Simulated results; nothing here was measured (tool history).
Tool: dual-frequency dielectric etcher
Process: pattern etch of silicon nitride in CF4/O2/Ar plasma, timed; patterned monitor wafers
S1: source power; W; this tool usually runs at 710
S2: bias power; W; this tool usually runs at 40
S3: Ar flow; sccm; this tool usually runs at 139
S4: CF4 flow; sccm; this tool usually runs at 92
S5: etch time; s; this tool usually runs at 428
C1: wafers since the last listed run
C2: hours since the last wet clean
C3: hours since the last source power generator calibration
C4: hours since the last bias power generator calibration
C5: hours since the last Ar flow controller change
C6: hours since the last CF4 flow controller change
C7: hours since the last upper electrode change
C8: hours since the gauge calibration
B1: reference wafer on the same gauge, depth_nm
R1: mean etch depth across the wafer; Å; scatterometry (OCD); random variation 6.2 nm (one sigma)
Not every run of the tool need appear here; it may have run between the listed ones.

run   hour   S1  S2   S3   S4     S5   C1     C2      C3      C4      C5      C6      C7     C8     B1     R1
  1      0  710  40  139   92    428    0  297.2  3084.2  1530.9  3867.8  2181.7  6233.2  370.9  841.5  10213
  2     57  710  40  139   92    428  186  354.2  3141.2  1587.9  3924.8  2238.7  6290.2  427.9  842.2  10206
  3  106.4  710  40  139   92    428  161  403.6  3190.6  1637.3  3974.2  2288.1  6339.6  477.3  839.8  10291
  4  147.9  710  36  139   92    428  135  445.1  3232.1  1678.8  4015.7  2329.6  6381.1  518.8  837.7   9879
     220.8  -- wet clean of the chamber
       224  -- Ar flow controller replaced
     224.2  -- gauge calibrated
  5  224.5  710  36  139   92    428  161    3.7  3308.7  1755.4     0.5  2406.2  6457.7    0.3  859.7  10048
  6    255  710  36  139   92    428   99   34.2  3339.2  1785.9      31  2436.7  6488.2   30.8  856.8   9938
  7  297.2  610  40  139  102    428  138   76.4  3381.4  1828.1    73.2  2478.9  6530.4     73  853.6   9057
     305.1  -- CF4 flow controller replaced
  8  325.2  710  45  152   92    428   72  104.4  3409.4  1856.1   101.2    20.1  6558.4    101  852.9  10654
  9  361.8  710  40  139   92    428  119    141    3446  1892.7   137.8    56.7    6595  137.6  850.4  10258
 10  398.3  710  40  161   92    428  119  177.5  3482.5  1929.2   174.3    93.2  6631.5  174.1  846.5   9995
     519.1  -- upper electrode replaced
     519.3  -- source power generator calibrated
     535.5  -- bias power generator calibrated
 11    536  650  34  139   92    428  358  315.2    16.7     0.5     312   230.9    16.9  311.8    845   8797
 12  583.6  620  40  162   92    428  155  362.8    64.3    48.1   359.6   278.5    64.5  359.4  842.9   8821
 13    624  650  40  172   92  299.5  132  403.2   104.7    88.5     400   318.9   104.9  399.8  840.7   6350
     708.6  -- wet clean of the chamber
 14  709.1  710  40  139   92    336  200    0.5   189.8   173.6   485.1     404     190  484.9  839.8   7963

3 ways to go on from here, each from the tool as it stands after run 14. What would each give?
  A  709.6  710  40  139  92  428   1   1  190.3  174.1  485.6  404.5  190.5  485.4   ?   ?
  B  709.6  550  40  172  92  428   1   1  190.3  174.1  485.6  404.5  190.5  485.4   ?   ?
  C  709.6  710  31  139  92  314   1   1  190.3  174.1  485.6  404.5  190.5  485.4   ?   ?

run     B1     R1
  A  839.8  10177
  B  839.8   7711
  C  839.8   6703
With no hidden state in the tool, these same runs would have given:
run     R1
  A  10418
  B   7893
  C   6861
